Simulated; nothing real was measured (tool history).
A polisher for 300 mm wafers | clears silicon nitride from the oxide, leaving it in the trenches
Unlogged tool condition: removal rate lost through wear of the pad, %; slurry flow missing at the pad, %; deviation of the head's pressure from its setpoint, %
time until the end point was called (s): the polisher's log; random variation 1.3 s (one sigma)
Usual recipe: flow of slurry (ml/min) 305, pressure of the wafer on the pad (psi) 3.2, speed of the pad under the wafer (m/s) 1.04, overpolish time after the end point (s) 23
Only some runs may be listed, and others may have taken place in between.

run	hour	flow of slurry (ml/min)	pressure of the wafer on the pad (psi)	speed of the pad under the wafer (m/s)	overpolish time after the end point (s)	wafers since the last listed run	wafers polished on this pad	hours since the slurry nozzle was cleaned	hours since the head pressure was calibrated	incoming thickness of the incoming film, nm	time until the end point was called (s)
1	0.0	305	3.2	1.04	30	0	2080	17.2	877.3	85.8	83.0
2	80.5	250	3.2	1.04	23	646	2727	97.7	957.8	84.1	82.0
# hour 99.4: worn pad replaced by a new one
3	174.1	250	3.2	1.04	23	719	599	191.3	1051.4	84.6	85.6
# hour 300.2: head pressure recalibrated
4	374.1	250	3.2	1.04	23	1590	2190	391.3	73.9	84.9	88.2
# hour 453.5: worn pad replaced by a new one
5	478.2	305	3.2	1.04	23	804	198	495.4	178.0	85.6	85.8
6	522.3	305	3.2	1.04	23	354	552	539.5	222.1	85.8	85.9
7	573.7	305	3.2	1.04	23	412	965	590.9	273.5	87.0	87.7
8	666.7	305	3.2	0.80	23	747	1712	683.9	366.5	86.7	108.0
9	703.1	305	2.7	1.04	23	292	2005	720.3	402.9	84.5	99.1
10	772.1	405	3.2	0.78	29	554	2559	789.3	471.9	84.7	105.6
# hour 797.8: slurry nozzle cleaned
# hour 806.6: worn pad replaced by a new one
11	831.9	270	4.0	0.94	13	440	203	34.1	531.7	83.7	75.6
12	1090.6	305	3.2	1.04	23	2078	2281	292.8	790.4	86.8	85.3
# hour 1096.8: worn pad replaced by a new one
13	1127.0	400	3.2	1.18	16	260	242	329.2	826.8	85.5	74.4
14	1170.1	305	2.1	0.72	37	346	588	372.3	869.9	85.3	155.0
# hour 1180.9: head pressure recalibrated
# hour 1384.1: worn pad replaced by a new one
15	1483.0	305	3.2	1.04	16	2465	794	685.2	302.1	85.1	86.3
16	1542.0	200	3.2	1.04	19	473	1268	744.2	361.1	84.8	92.6
17	1629.1	305	3.2	1.04	23	699	1967	831.3	448.2	85.2	88.9

What if the next run were any one of these 4? Each begins from the tool's condition after run 17:
A	1629.6	305	3.2	1.04	23	4	1971	831.8	448.7	84.2	?
B	1629.6	375	3.2	1.24	30	4	1971	831.8	448.7	84.2	?
C	1629.6	305	3.2	0.88	23	4	1971	831.8	448.7	84.2	?
D	1629.6	360	2.8	1.24	32	4	1971	831.8	448.7	84.2	?

run	time until the end point was called (s)
A	85.6
B	71.5
C	98.1
D	79.7
Had the tool no hidden state, the same runs would have come out as:
run	time until the end point was called (s)
A	79.8
B	67.6
C	91.5
D	75.1

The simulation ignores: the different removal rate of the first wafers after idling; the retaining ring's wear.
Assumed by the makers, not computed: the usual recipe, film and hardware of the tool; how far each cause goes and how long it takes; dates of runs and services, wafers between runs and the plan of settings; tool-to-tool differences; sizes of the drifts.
